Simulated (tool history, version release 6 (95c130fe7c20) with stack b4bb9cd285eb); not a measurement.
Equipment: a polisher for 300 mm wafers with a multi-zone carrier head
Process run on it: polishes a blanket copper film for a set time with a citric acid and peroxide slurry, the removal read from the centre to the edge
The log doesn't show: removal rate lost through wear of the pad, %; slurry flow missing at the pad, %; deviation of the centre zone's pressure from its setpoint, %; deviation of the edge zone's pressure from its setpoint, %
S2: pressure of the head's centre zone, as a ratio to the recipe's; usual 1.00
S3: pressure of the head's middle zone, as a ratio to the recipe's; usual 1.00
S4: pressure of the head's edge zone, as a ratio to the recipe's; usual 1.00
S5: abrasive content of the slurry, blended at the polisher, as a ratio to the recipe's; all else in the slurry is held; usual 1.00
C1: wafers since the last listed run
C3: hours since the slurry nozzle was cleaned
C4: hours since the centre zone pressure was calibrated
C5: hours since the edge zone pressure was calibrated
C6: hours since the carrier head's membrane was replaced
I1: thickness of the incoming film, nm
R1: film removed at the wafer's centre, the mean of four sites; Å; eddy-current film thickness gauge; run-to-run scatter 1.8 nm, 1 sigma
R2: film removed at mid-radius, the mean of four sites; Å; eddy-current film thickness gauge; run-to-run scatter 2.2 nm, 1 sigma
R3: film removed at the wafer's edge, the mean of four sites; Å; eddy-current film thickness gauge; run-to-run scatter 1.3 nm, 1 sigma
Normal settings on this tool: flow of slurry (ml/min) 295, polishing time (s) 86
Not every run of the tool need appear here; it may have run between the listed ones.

Run 1, day 0.000: usual settings; C1 0; wafers polished on this pad 281; C3 526.0; C4 766.7; C5 919.9; C6 621.6; I1 864.0. Result: R1 1548 Å, R2 1478 Å, R3 1492 Å.
Run 2, day 2.067: usual settings; C1 337; wafers polished on this pad 619; C3 575.6; C4 816.3; C5 969.5; C6 671.2; I1 837.3. Result: R1 1588 Å, R2 1452 Å, R3 1505 Å.
Run 3, day 2.533: usual settings; C1 76; wafers polished on this pad 695; C3 586.8; C4 827.5; C5 980.7; C6 682.4; I1 851.9. Result: R1 1564 Å, R2 1486 Å, R3 1493 Å.
At day 2.750: slurry nozzle cleaned.
At day 2.929: carrier head's membrane replaced by a new one.
Run 4, day 2.950: usual settings but S2 1.03; C1 31; wafers polished on this pad 727; C3 4.8; C4 837.5; C5 990.7; C6 0.5; I1 852.4. Result: R1 1602 Å, R2 1466 Å, R3 1520 Å.
Run 5, day 3.417: usual settings but S2 1.03; C1 76; wafers polished on this pad 803; C3 16.0; C4 848.7; C5 1001.9; C6 11.7; I1 853.9. Result: R1 1623 Å, R2 1481 Å, R3 1495 Å.
At day 3.708: worn pad replaced by a new one.
Run 6, day 3.917: usual settings but S2 1.03; C1 54; wafers polished on this pad 33; C3 28.0; C4 860.7; C5 1013.9; C6 23.7; I1 846.6. Result: R1 1598 Å, R2 1480 Å, R3 1508 Å.
Run 7, day 4.454: usual settings; C1 87; wafers polished on this pad 121; C3 40.9; C4 873.6; C5 1026.8; C6 36.6; I1 854.1. Result: R1 1530 Å, R2 1498 Å, R3 1500 Å.
Run 8, day 4.762: usual settings; C1 50; wafers polished on this pad 172; C3 48.3; C4 881.0; C5 1034.2; C6 44.0; I1 861.5. Result: R1 1598 Å, R2 1461 Å, R3 1515 Å.
At day 5.121: edge zone pressure recalibrated.
Run 9, day 5.142: usual settings but polishing time (s) 60; C1 48; wafers polished on this pad 220; C3 57.4; C4 890.1; C5 0.5; C6 53.1; I1 852.7. Result: R1 1103 Å, R2 1016 Å, R3 1045 Å.
Run 10, day 5.458: usual settings but S2 1.10, S3 1.04, S4 1.04, polishing time (s) 74; C1 51; wafers polished on this pad 272; C3 65.0; C4 897.7; C5 8.1; C6 60.7; I1 851.4. Result: R1 1484 Å, R2 1302 Å, R3 1304 Å.
Run 11, day 5.862: usual settings; C1 66; wafers polished on this pad 338; C3 74.7; C4 907.4; C5 17.8; C6 70.4; I1 849.9. Result: R1 1587 Å, R2 1445 Å, R3 1494 Å.
Run 12, day 6.867: usual settings but S2 1.09, S3 0.91, S4 0.95; C1 164; wafers polished on this pad 502; C3 98.8; C4 931.5; C5 41.9; C6 94.5; I1 856.2. Result: R1 1705 Å, R2 1366 Å, R3 1467 Å.
At day 6.988: centre zone pressure recalibrated.
Run 13, day 7.271: usual settings but flow of slurry (ml/min) 395, S5 1.20; C1 52; wafers polished on this pad 555; C3 108.5; C4 6.8; C5 51.6; C6 104.2; I1 834.0. Result: R1 1666 Å, R2 1534 Å, R3 1556 Å.
Run 14, day 7.846: usual settings but flow of slurry (ml/min) 205, S3 1.08, polishing time (s) 100; C1 93; wafers polished on this pad 649; C3 122.3; C4 20.6; C5 65.4; C6 118.0; I1 854.4. Result: R1 1747 Å, R2 1771 Å, R3 1680 Å.
Run 15, day 8.362: usual settings but flow of slurry (ml/min) 240, polishing time (s) 72; C1 84; wafers polished on this pad 733; C3 134.7; C4 33.0; C5 77.8; C6 130.4; I1 859.5. Result: R1 1275 Å, R2 1211 Å, R3 1229 Å.
At day 9.042: worn pad replaced by a new one.
Run 16, day 9.062: usual settings but flow of slurry (ml/min) 260, S2 1.10, S5 0.75, polishing time (s) 114; C1 87; wafers polished on this pad 3; C3 151.5; C4 49.8; C5 94.6; C6 147.2; I1 852.7. Result: R1 2149 Å, R2 1797 Å, R3 1884 Å.

Branching from run 16: 4 alternative next runs. What would each branch give?
Run A, day 9.079: usual settings; C1 2; wafers polished on this pad 6; C3 151.9; C4 50.2; C5 95.0; C6 147.6; I1 862.1. Result: R1 ?, R2 ?, R3 ?.
Run B, day 9.079: usual settings but S2 0.96, S3 1.07, S5 1.25, polishing time (s) 66; C1 2; wafers polished on this pad 6; C3 151.9; C4 50.2; C5 95.0; C6 147.6; I1 862.1. Result: R1 ?, R2 ?, R3 ?.
Run C, day 9.079: usual settings but S3 1.07, polishing time (s) 68; C1 2; wafers polished on this pad 6; C3 151.9; C4 50.2; C5 95.0; C6 147.6; I1 862.1. Result: R1 ?, R2 ?, R3 ?.
Run D, day 9.079: usual settings but flow of slurry (ml/min) 385, S3 1.11; C1 2; wafers polished on this pad 6; C3 151.9; C4 50.2; C5 95.0; C6 147.6; I1 862.1. Result: R1 ?, R2 ?, R3 ?.

run    R1    R2    R3
  A  1580  1469  1515
  B  1217  1248  1214
  C  1250  1230  1197
  D  1621  1641  1539
Stripped of hidden state, with their random variation kept, the same runs would have yielded:
run    R1    R2    R3
  A  1580  1469  1515
  B  1217  1248  1214
  C  1250  1230  1197
  D  1621  1641  1539
